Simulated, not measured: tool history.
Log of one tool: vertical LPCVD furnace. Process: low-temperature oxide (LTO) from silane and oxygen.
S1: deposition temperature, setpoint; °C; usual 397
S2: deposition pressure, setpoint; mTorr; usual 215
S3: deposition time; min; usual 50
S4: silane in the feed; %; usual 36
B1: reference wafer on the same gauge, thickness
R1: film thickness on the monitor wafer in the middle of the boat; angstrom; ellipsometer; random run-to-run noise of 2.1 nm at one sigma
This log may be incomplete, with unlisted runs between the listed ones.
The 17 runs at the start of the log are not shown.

run 18 hour=219.3 | S1=397 S2=170 S3=58 S4=36 | B1=428.12 | R1=3398.9
run 19 hour=223.7 | S1=393 S2=215 S3=32 S4=43 | B1=427.9 | R1=2820.1
-- hour=245 pressure gauge zeroed
run 20 hour=245.5 | S1=397 S2=215 S3=50 S4=36 | B1=427.75 | R1=3664.6
run 21 hour=250 | S1=392 S2=215 S3=50 S4=40 | B1=428.2 | R1=4021.7
run 22 hour=254.4 | S1=389 S2=240 S3=50 S4=36 | B1=428.08 | R1=3745.3
run 23 hour=267.4 | S1=389 S2=215 S3=41.5 S4=40 | B1=427.49 | R1=3192.7
run 24 hour=283.6 | S1=397 S2=215 S3=50 S4=36 | B1=428.29 | R1=3691.5
run 25 hour=296 | S1=397 S2=215 S3=50 S4=36 | B1=427.85 | R1=3658.9
run 26 hour=303.4 | S1=389 S2=240 S3=50 S4=36 | B1=427.69 | R1=3717.8
run 27 hour=319.7 | S1=397 S2=230 S3=50 S4=36 | B1=427.84 | R1=3914.3
run 28 hour=337.8 | S1=389 S2=195 S3=33.5 S4=29 | B1=427.91 | R1=1490.4
run 29 hour=353.7 | S1=405 S2=215 S3=50 S4=39 | B1=428.49 | R1=4422.6
run 30 hour=361.2 | S1=406 S2=260 S3=41 S4=31 | B1=427.89 | R1=3264.2
run 31 hour=369.4 | S1=397 S2=245 S3=57.5 S4=30 | B1=428.27 | R1=3736.4

Each row is a separate what-if for the run after 31, all from the same tool condition, not one after another. Results?
run A hour=374 | S1=397 S2=215 S3=50 S4=31 | B1=? | R1=?
run B hour=374 | S1=409 S2=215 S3=50 S4=40 | B1=? | R1=?
run C hour=374 | S1=408 S2=165 S3=50 S4=31 | B1=? | R1=?
run D hour=374 | S1=397 S2=215 S3=32.5 S4=36 | B1=? | R1=?

run=A B1=428.16 R1=2971.3
run=B B1=428.16 R1=4757.9
run=C B1=428.16 R1=2593.6
run=D B1=428.16 R1=2375.8
Take away the tool's hidden state, keep each run's random variation, and the runs would have read:
run=A R1=2971.3
run=B R1=4757.9
run=C R1=2593.6
run=D R1=2375.8
